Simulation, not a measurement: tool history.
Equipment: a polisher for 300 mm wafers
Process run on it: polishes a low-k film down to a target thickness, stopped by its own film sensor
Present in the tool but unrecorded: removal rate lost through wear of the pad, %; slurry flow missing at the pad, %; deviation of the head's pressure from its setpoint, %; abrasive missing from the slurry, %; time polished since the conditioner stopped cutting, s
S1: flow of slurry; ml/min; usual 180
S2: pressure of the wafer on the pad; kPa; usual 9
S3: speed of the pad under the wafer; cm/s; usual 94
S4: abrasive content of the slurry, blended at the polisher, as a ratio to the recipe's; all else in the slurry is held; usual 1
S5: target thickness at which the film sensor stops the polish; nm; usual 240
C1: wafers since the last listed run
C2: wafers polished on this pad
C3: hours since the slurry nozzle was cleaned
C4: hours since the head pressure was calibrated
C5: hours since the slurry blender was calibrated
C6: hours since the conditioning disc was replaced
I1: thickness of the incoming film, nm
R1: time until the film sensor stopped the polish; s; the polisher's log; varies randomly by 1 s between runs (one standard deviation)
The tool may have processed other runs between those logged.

{"run": 1, "hour": 0.0, "S1": 180, "S2": 9, "S3": 94, "S4": 1, "S5": 240, "C1": 0, "C2": 886, "C3": 26.3, "C4": 544.1, "C5": 317.3, "C6": 68.4, "I1": 277.9, "R1": 110.2}
{"run": 2, "hour": 20.0, "S1": 180, "S2": 9, "S3": 94, "S4": 1, "S5": 240, "C1": 90, "C2": 976, "C3": 46.3, "C4": 564.1, "C5": 337.3, "C6": 88.4, "I1": 280.6, "R1": 117}
{"run": 3, "hour": 49.1, "S1": 180, "S2": 9, "S3": 94, "S4": 1, "S5": 240, "C1": 131, "C2": 1108, "C3": 75.4, "C4": 593.2, "C5": 366.4, "C6": 117.5, "I1": 279.9, "R1": 115.1}
{"run": 4, "hour": 84.0, "S1": 180, "S2": 9, "S3": 116, "S4": 1, "S5": 240, "C1": 157, "C2": 1265, "C3": 110.3, "C4": 628.1, "C5": 401.3, "C6": 152.4, "I1": 277.3, "R1": 95}
{"run": 5, "hour": 118.4, "S1": 180, "S2": 9, "S3": 116, "S4": 1, "S5": 240, "C1": 155, "C2": 1420, "C3": 144.7, "C4": 662.5, "C5": 435.7, "C6": 186.8, "I1": 280.1, "R1": 100}
{"run": 6, "hour": 132.0, "S1": 180, "S2": 11, "S3": 94, "S4": 1, "S5": 240, "C1": 61, "C2": 1482, "C3": 158.3, "C4": 676.1, "C5": 449.3, "C6": 200.4, "I1": 278.8, "R1": 95.1}
{"hour": 145.1, "done": "head pressure recalibrated"}
{"hour": 145.6, "done": "worn pad replaced by a new one, of another model than before"}
{"run": 7, "hour": 163.6, "S1": 180, "S2": 6.9, "S3": 116, "S4": 1.2, "S5": 240, "C1": 130, "C2": 80, "C3": 189.9, "C4": 18.5, "C5": 480.9, "C6": 232, "I1": 277.1, "R1": 102.9}
{"run": 8, "hour": 181.9, "S1": 180, "S2": 9, "S3": 94, "S4": 1, "S5": 240, "C1": 82, "C2": 163, "C3": 208.2, "C4": 36.8, "C5": 499.2, "C6": 250.3, "I1": 284.1, "R1": 136.5}
{"run": 9, "hour": 194.5, "S1": 180, "S2": 9, "S3": 118, "S4": 0.75, "S5": 240, "C1": 56, "C2": 220, "C3": 220.8, "C4": 49.4, "C5": 511.8, "C6": 262.9, "I1": 278.8, "R1": 118.4}
{"hour": 196.7, "done": "slurry blender recalibrated"}
{"hour": 203.1, "done": "slurry nozzle cleaned"}
{"hour": 207.3, "done": "conditioning disc replaced and pad reconditioned"}
{"run": 10, "hour": 216.9, "S1": 200, "S2": 10.3, "S3": 74, "S4": 1.1, "S5": 240, "C1": 78, "C2": 298, "C3": 13.8, "C4": 71.8, "C5": 20.2, "C6": 9.6, "I1": 278.1, "R1": 127.3}
{"run": 11, "hour": 231.0, "S1": 135, "S2": 11.7, "S3": 72, "S4": 1, "S5": 240, "C1": 63, "C2": 362, "C3": 27.9, "C4": 85.9, "C5": 34.3, "C6": 23.7, "I1": 279.1, "R1": 133.4}
{"run": 12, "hour": 266.7, "S1": 180, "S2": 7.6, "S3": 118, "S4": 1, "S5": 244, "C1": 161, "C2": 523, "C3": 63.6, "C4": 121.6, "C5": 70, "C6": 59.4, "I1": 279, "R1": 96.2}
{"run": 13, "hour": 285.5, "S1": 205, "S2": 11, "S3": 94, "S4": 0.7, "S5": 248, "C1": 84, "C2": 608, "C3": 82.4, "C4": 140.4, "C5": 88.8, "C6": 78.2, "I1": 280.3, "R1": 109}

Forecast run 14:
{"run": 14, "hour": 313.8, "S1": 180, "S2": 9, "S3": 94, "S4": 1.1, "S5": 235, "C1": 127, "C2": 736, "C3": 110.7, "C4": 168.7, "C5": 117.1, "C6": 106.5, "I1": 283.2, "R1": "?"}

R1: 137.9 s
Without the tool's hidden state the same run would have given R1 141.9 s.

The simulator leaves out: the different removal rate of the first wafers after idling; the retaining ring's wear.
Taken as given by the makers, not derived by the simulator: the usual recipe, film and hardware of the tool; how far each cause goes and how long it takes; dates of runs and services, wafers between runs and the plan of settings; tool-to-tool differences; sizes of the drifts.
